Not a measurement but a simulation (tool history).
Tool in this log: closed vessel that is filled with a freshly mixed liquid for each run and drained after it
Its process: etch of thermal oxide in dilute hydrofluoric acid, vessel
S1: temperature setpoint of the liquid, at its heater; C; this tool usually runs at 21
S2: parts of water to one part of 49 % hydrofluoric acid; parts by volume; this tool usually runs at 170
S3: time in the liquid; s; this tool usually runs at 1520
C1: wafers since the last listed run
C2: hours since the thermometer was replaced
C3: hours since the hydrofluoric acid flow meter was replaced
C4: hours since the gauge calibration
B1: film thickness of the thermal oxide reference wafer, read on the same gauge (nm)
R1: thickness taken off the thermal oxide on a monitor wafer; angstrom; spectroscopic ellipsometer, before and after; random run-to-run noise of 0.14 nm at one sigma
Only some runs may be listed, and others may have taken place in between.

{"run": 1, "hour": 0.0, "S1": 21, "S2": 170, "S3": 1820, "C1": 0, "C2": 222.6, "C3": 370.4, "C4": 756.3, "B1": 130.01, "R1": 405.6}
{"run": 2, "hour": 13.5, "S1": 21, "S2": 170, "S3": 1820, "C1": 580, "C2": 236.1, "C3": 383.9, "C4": 769.8, "B1": 130.02, "R1": 404.7}
{"run": 3, "hour": 89.3, "S1": 21, "S2": 170, "S3": 1520, "C1": 3259, "C2": 311.9, "C3": 459.7, "C4": 845.6, "B1": 130.01, "R1": 342.7}
{"run": 4, "hour": 121.3, "S1": 21, "S2": 170, "S3": 1520, "C1": 1376, "C2": 343.9, "C3": 491.7, "C4": 877.6, "B1": 129.98, "R1": 342.7}
{"hour": 140.1, "done": "hydrofluoric acid flow meter replaced"}
{"run": 5, "hour": 156.3, "S1": 21, "S2": 170, "S3": 1520, "C1": 1462, "C2": 378.9, "C3": 16.2, "C4": 912.6, "B1": 130.02, "R1": 330.3}
{"run": 6, "hour": 179.7, "S1": 21, "S2": 170, "S3": 1520, "C1": 1006, "C2": 402.3, "C3": 39.6, "C4": 936, "B1": 129.97, "R1": 331.7}
{"run": 7, "hour": 210.3, "S1": 21, "S2": 170, "S3": 1520, "C1": 1315, "C2": 432.9, "C3": 70.2, "C4": 966.6, "B1": 130.01, "R1": 332.1}
{"run": 8, "hour": 240.2, "S1": 21, "S2": 170, "S3": 1520, "C1": 1285, "C2": 462.8, "C3": 100.1, "C4": 996.5, "B1": 130, "R1": 332.2}
{"run": 9, "hour": 267.8, "S1": 21, "S2": 170, "S3": 1520, "C1": 1186, "C2": 490.4, "C3": 127.7, "C4": 1024.1, "B1": 130.01, "R1": 333.3}
{"hour": 270.3, "done": "gauge calibrated"}
{"run": 10, "hour": 286.8, "S1": 21, "S2": 170, "S3": 1520, "C1": 817, "C2": 509.4, "C3": 146.7, "C4": 16.5, "B1": 129.98, "R1": 332.5}
{"run": 11, "hour": 310.8, "S1": 21, "S2": 170, "S3": 1520, "C1": 1032, "C2": 533.4, "C3": 170.7, "C4": 40.5, "B1": 129.99, "R1": 333.2}
{"run": 12, "hour": 346.0, "S1": 21, "S2": 170, "S3": 1520, "C1": 1513, "C2": 568.6, "C3": 205.9, "C4": 75.7, "B1": 130.01, "R1": 335.9}
{"run": 13, "hour": 376.8, "S1": 21, "S2": 170, "S3": 1520, "C1": 1324, "C2": 599.4, "C3": 236.7, "C4": 106.5, "B1": 130.01, "R1": 338.3}
{"run": 14, "hour": 408.9, "S1": 21, "S2": 170, "S3": 1520, "C1": 1380, "C2": 631.5, "C3": 268.8, "C4": 138.6, "B1": 130.03, "R1": 338}
{"hour": 422.3, "done": "thermometer replaced"}
{"run": 15, "hour": 422.8, "S1": 21, "S2": 170, "S3": 1520, "C1": 554, "C2": 0.5, "C3": 282.7, "C4": 152.5, "B1": 130.01, "R1": 335.9}
{"run": 16, "hour": 435.9, "S1": 21, "S2": 170, "S3": 1520, "C1": 563, "C2": 13.6, "C3": 295.8, "C4": 165.6, "B1": 130.02, "R1": 336.1}
{"run": 17, "hour": 451.8, "S1": 17, "S2": 145, "S3": 1245, "C1": 683, "C2": 29.5, "C3": 311.7, "C4": 181.5, "B1": 130.03, "R1": 283.3}
{"run": 18, "hour": 482.1, "S1": 21, "S2": 170, "S3": 1520, "C1": 1303, "C2": 59.8, "C3": 342, "C4": 211.8, "B1": 129.98, "R1": 339.9}
{"run": 19, "hour": 495.9, "S1": 17.5, "S2": 170, "S3": 845, "C1": 593, "C2": 73.6, "C3": 355.8, "C4": 225.6, "B1": 130.02, "R1": 163.5}
{"run": 20, "hour": 519.7, "S1": 18.5, "S2": 170, "S3": 1520, "C1": 1023, "C2": 97.4, "C3": 379.6, "C4": 249.4, "B1": 130, "R1": 308}
{"run": 21, "hour": 544.9, "S1": 25.5, "S2": 130, "S3": 2135, "C1": 1083, "C2": 122.6, "C3": 404.8, "C4": 274.6, "B1": 129.99, "R1": 780.7}
{"run": 22, "hour": 569.2, "S1": 21, "S2": 140, "S3": 2305, "C1": 1045, "C2": 146.9, "C3": 429.1, "C4": 298.9, "B1": 129.98, "R1": 643.7}
{"run": 23, "hour": 599.9, "S1": 24, "S2": 250, "S3": 1800, "C1": 1320, "C2": 177.6, "C3": 459.8, "C4": 329.6, "B1": 130.02, "R1": 283.8}
{"run": 24, "hour": 627.6, "S1": 19.5, "S2": 170, "S3": 1520, "C1": 1191, "C2": 205.3, "C3": 487.5, "C4": 357.3, "B1": 129.98, "R1": 323.2}
{"hour": 650.4, "done": "hydrofluoric acid flow meter replaced"}
{"run": 25, "hour": 657.0, "S1": 21, "S2": 170, "S3": 1520, "C1": 1221, "C2": 234.7, "C3": 6.6, "C4": 386.7, "B1": 130.01, "R1": 331.8}
{"run": 26, "hour": 672.3, "S1": 17, "S2": 95, "S3": 2130, "C1": 657, "C2": 250, "C3": 21.9, "C4": 402, "B1": 129.99, "R1": 767.7}
{"run": 27, "hour": 704.2, "S1": 17, "S2": 250, "S3": 660, "C1": 1371, "C2": 281.9, "C3": 53.8, "C4": 433.9, "B1": 129.99, "R1": 77.8}
{"run": 28, "hour": 730.7, "S1": 19, "S2": 170, "S3": 2095, "C1": 1139, "C2": 308.4, "C3": 80.3, "C4": 460.4, "B1": 130.02, "R1": 426.5}
{"run": 29, "hour": 829.6, "S1": 21, "S2": 170, "S3": 1520, "C1": 4253, "C2": 407.3, "C3": 179.2, "C4": 559.3, "B1": 129.98, "R1": 335.6}
{"run": 30, "hour": 860.9, "S1": 24.5, "S2": 170, "S3": 1075, "C1": 1346, "C2": 438.6, "C3": 210.5, "C4": 590.6, "B1": 130.04, "R1": 273.6}
{"run": 31, "hour": 895.1, "S1": 21, "S2": 170, "S3": 2215, "C1": 1470, "C2": 472.8, "C3": 244.7, "C4": 624.8, "B1": 129.99, "R1": 492.4}

List, for all runs, the conditions of the tool that the log does not record:
liquid hotter than its thermometer reads (K): 0 on each run
gauge reads high (%): 0 on each run
H1: hydrofluoric acid flow above the setpoint (%)
run=1 H1=1.89
run=2 H1=1.95
run=3 H1=2.3
run=4 H1=2.45
run=5 H1=0.182
run=6 H1=0.289
run=7 H1=0.43
run=8 H1=0.568
run=9 H1=0.695
run=10 H1=0.782
run=11 H1=0.892
run=12 H1=1.05
run=13 H1=1.2
run=14 H1=1.34
run=15 H1=1.41
run=16 H1=1.47
run=17 H1=1.54
run=18 H1=1.68
run=19 H1=1.74
run=20 H1=1.85
run=21 H1=1.97
run=22 H1=2.08
run=23 H1=2.22
run=24 H1=2.35
run=25 H1=0.288
run=26 H1=0.358
run=27 H1=0.505
run=28 H1=0.627
run=29 H1=1.08
run=30 H1=1.23
run=31 H1=1.38

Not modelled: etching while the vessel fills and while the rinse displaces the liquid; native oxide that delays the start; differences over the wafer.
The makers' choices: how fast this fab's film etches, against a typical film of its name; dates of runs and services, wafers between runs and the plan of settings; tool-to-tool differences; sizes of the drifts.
